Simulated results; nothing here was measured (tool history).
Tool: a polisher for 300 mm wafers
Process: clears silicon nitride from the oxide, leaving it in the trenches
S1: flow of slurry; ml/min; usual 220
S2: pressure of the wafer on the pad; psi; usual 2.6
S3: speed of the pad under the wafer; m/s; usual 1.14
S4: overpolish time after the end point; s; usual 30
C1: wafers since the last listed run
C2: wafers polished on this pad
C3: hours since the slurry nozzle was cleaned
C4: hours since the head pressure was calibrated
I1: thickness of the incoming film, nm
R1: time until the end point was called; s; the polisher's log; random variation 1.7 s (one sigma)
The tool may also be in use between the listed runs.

Run 1, hour 0.0: usual settings but S4 23 s; C1 0; C2 900; C3 436.4; C4 4.8; I1 85.3. Result: R1 106.3 s.
At hour 17.7: worn pad replaced by a new one.
Run 2, hour 18.2: usual settings but S1 195 ml/min; C1 78; C2 2; C3 454.6; C4 23.0; I1 85.1. Result: R1 108.6 s.
Run 3, hour 39.8: usual settings but S1 195 ml/min; C1 119; C2 122; C3 476.2; C4 44.6; I1 83.9. Result: R1 111.2 s.
Run 4, hour 70.6: usual settings but S1 275 ml/min; C1 170; C2 293; C3 507.0; C4 75.4; I1 85.9. Result: R1 108.0 s.
Run 5, hour 84.8: usual settings but S1 275 ml/min; C1 78; C2 371; C3 521.2; C4 89.6; I1 84.5. Result: R1 105.5 s.
Run 6, hour 118.8: usual settings but S1 275 ml/min; C1 188; C2 559; C3 555.2; C4 123.6; I1 84.8. Result: R1 103.7 s.
Run 7, hour 146.4: usual settings but S4 38 s; C1 152; C2 712; C3 582.8; C4 151.2; I1 83.9. Result: R1 112.3 s.
Run 8, hour 161.6: usual settings but S4 41 s; C1 84; C2 796; C3 598.0; C4 166.4; I1 84.5. Result: R1 108.2 s.
At hour 170.7: worn pad replaced by a new one.
At hour 179.8: slurry nozzle cleaned.
Run 9, hour 188.4: usual settings but S1 245 ml/min; C1 120; C2 92; C3 8.6; C4 193.2; I1 85.0. Result: R1 98.7 s.
Run 10, hour 200.8: usual settings; C1 68; C2 161; C3 21.0; C4 205.6; I1 85.6. Result: R1 99.5 s.
Run 11, hour 220.6: usual settings but S2 3.1 psi, S3 1.46 m/s; C1 109; C2 270; C3 40.8; C4 225.4; I1 85.1. Result: R1 68.2 s.
Run 12, hour 310.5: usual settings but S1 245 ml/min, S3 1.42 m/s, S4 15 s; C1 497; C2 768; C3 130.7; C4 315.3; I1 85.0. Result: R1 83.9 s.
At hour 316.5: head pressure recalibrated.
Run 13, hour 342.4: usual settings but S2 3.5 psi, S3 0.88 m/s; C1 165; C2 933; C3 162.6; C4 25.9; I1 83.2. Result: R1 93.4 s.
At hour 347.6: worn pad replaced by a new one.
Run 14, hour 369.1: usual settings but S1 240 ml/min, S2 3.4 psi, S3 0.86 m/s, S4 40 s; C1 125; C2 118; C3 189.3; C4 52.6; I1 86.3. Result: R1 101.0 s.
Run 15, hour 395.0: usual settings but S1 200 ml/min, S2 1.8 psi, S4 25 s; C1 143; C2 262; C3 215.2; C4 78.5; I1 84.2. Result: R1 150.9 s.
Run 16, hour 464.8: usual settings but S1 180 ml/min, S3 1.04 m/s; C1 386; C2 648; C3 285.0; C4 148.3; I1 86.2. Result: R1 127.1 s.

Forecast each of these 5 alternatives for the next run:
Run A, hour 465.3: usual settings; C1 2; C2 651; C3 285.5; C4 148.8; I1 83.9. Result: R1 ?.
Run B, hour 465.3: usual settings but S1 190 ml/min, S2 2.3 psi, S3 1.38 m/s; C1 2; C2 651; C3 285.5; C4 148.8; I1 83.9. Result: R1 ?.
Run C, hour 465.3: usual settings but S3 0.80 m/s; C1 2; C2 651; C3 285.5; C4 148.8; I1 83.9. Result: R1 ?.
Run D, hour 465.3: usual settings but S1 180 ml/min, S2 3.3 psi, S3 1.34 m/s, S4 40 s; C1 2; C2 651; C3 285.5; C4 148.8; I1 83.9. Result: R1 ?.
Run E, hour 465.3: usual settings but S2 2.9 psi, S4 35 s; C1 2; C2 651; C3 285.5; C4 148.8; I1 83.9. Result: R1 ?.

run     R1
  A  103.8
  B  103.2
  C  137.7
  D   74.8
  E   93.0
Without the tool's hidden state the same runs would have given:
run     R1
  A   96.7
  B   95.1
  C  128.3
  D   68.6
  E   86.7
